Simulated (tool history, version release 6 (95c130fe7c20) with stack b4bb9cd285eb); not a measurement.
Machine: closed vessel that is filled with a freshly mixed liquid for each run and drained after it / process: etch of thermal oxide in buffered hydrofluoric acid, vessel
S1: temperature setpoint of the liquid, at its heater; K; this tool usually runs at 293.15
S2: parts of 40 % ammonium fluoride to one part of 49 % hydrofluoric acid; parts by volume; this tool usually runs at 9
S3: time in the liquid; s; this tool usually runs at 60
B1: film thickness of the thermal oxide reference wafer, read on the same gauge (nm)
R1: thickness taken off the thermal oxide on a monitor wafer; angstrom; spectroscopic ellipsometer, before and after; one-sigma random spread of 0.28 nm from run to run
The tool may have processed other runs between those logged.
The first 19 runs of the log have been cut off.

run,hour,S1,S2,S3,B1,R1
20,922.9,294.65,9,60,70.03,739.4
21,968,290.15,10,90,69.98,797.5
22,1027.8,293.15,9,60,69.97,677.9
23,1067.4,293.15,6.5,85,69.97,1326.6
24,1097.7,296.15,9,40,69.97,532.2
25,1157.2,291.65,9,60,69.98,620.5
26,1213.9,290.15,9,30,70.03,284.6
27,1265.4,293.15,10.5,75,70.04,740.9
28,1323.7,293.15,9,60,70.02,671.4
29,1361.5,291.65,9,40,70.02,409.9
30,1404.2,296.65,8,90,69.99,1371.8
31,1468.9,293.15,9,60,70,667.5
32,1495.6,291.15,6,60,70.02,883.9

Each row is a separate what-if for the run after 32, all from the same tool condition, not one after another. Results?
A,1496.3,293.15,9,60,?,?
B,1496.3,293.15,6,60,?,?
C,1496.3,294.65,10.5,60,?,?
D,1496.3,293.15,9,30,?,?
E,1496.3,293.15,11,60,?,?

run,B1,R1
A,69.96,665
B,69.96,990.2
C,69.96,638
D,69.96,332.5
E,69.96,560.6
What these runs would have given with no unlogged condition in the tool:
run,R1
A,690.6
B,1036.4
C,670
D,345.3
E,589

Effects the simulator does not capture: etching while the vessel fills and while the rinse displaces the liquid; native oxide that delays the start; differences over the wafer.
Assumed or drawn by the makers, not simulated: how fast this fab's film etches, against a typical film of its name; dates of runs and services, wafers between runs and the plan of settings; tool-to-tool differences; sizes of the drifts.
